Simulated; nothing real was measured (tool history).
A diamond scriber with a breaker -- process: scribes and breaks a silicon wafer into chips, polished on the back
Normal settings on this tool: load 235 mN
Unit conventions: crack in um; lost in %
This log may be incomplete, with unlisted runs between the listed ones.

run	hour	load	wafers since the last listed run	hours since the diamond tip was replaced	hours since the load on the tip was calibrated	incoming depth of the damage left on the back of the incoming wafer, um	crack	lost
1	0.0	257	0	311.2	1291.0	0.03	12.98	1.75
# hour 27.1: load on the tip recalibrated
2	60.8	254	91	372.0	33.7	0.04	12.91	1.77
3	122.8	254	96	434.0	95.7	0.05	12.91	1.74
# hour 155.1: diamond tip replaced by a new one
4	172.3	254	73	17.2	145.2	0.04	12.97	1.69
5	255.0	235	128	99.9	227.9	0.01	12.74	1.49
6	317.6	235	96	162.5	290.5	0.05	12.05	1.55
7	376.1	260	90	221.0	349.0	0.05	13.04	1.80
8	476.2	260	155	321.1	449.1	0.03	13.16	1.85
9	582.4	199	164	427.3	555.3	0.04	10.91	2.37
# hour 590.2: diamond tip replaced by a new one
10	661.1	235	118	70.9	634.0	0.04	11.85	1.58
11	761.9	235	156	171.7	734.8	0.02	12.14	1.45
12	843.4	235	126	253.2	816.3	0.03	12.73	1.45
13	885.1	235	64	294.9	858.0	0.02	12.16	1.50
14	930.9	198	70	340.7	903.8	0.05	11.06	2.17
15	1006.2	198	116	416.0	979.1	0.03	11.66	2.29
# hour 1091.0: diamond tip replaced by a new one
16	1103.1	198	146	12.1	1076.0	0.01	11.46	2.27
17	1205.2	235	158	114.2	1178.1	0.05	12.25	1.36
18	1389.4	235	285	298.4	1362.3	0.05	12.34	1.41
19	1440.0	281	78	349.0	1412.9	0.02	13.89	2.61
# hour 1561.6: diamond tip replaced by a new one
20	1581.0	235	215	19.4	1553.9	0.01	12.78	1.42
# hour 1607.0: load on the tip recalibrated
21	1667.2	235	130	105.6	60.2	0.01	12.85	1.43
22	1758.5	279	141	196.9	151.5	0.03	13.79	2.27
23	1857.1	235	152	295.5	250.1	0.03	12.00	1.48
24	1914.5	235	88	352.9	307.5	0.01	12.11	1.37
25	1996.7	200	127	435.1	389.7	0.03	11.16	2.19
# hour 2020.1: diamond tip replaced by a new one
26	2040.3	235	64	20.2	433.3	0.01	12.34	1.48
27	2104.6	298	99	84.5	497.6	0.04	13.92	3.16
28	2154.1	295	76	134.0	547.1	0.03	14.18	2.87
29	2245.9	211	142	225.8	638.9	0.04	11.87	1.82
30	2310.9	212	100	290.8	703.9	0.04	11.87	1.69
31	2398.1	181	135	378.0	791.1	0.02	10.81	3.49
# hour 2464.6: diamond tip replaced by a new one
32	2472.1	288	111	7.5	865.1	0.03	13.86	2.70
33	2523.0	253	78	58.4	916.0	0.02	12.94	1.54

Forecast each of these 3 alternatives for the next run:
A	2523.7	235	1	59.1	916.7	0.02	?	?
B	2523.7	259	1	59.1	916.7	0.02	?	?
C	2523.7	261	1	59.1	916.7	0.02	?	?

run	crack	lost
A	12.75	1.42
B	13.46	1.69
C	13.52	1.73
Stripped of hidden state, with their random variation kept, the same runs would have yielded:
run	crack	lost
A	12.75	1.42
B	13.46	1.69
C	13.52	1.73
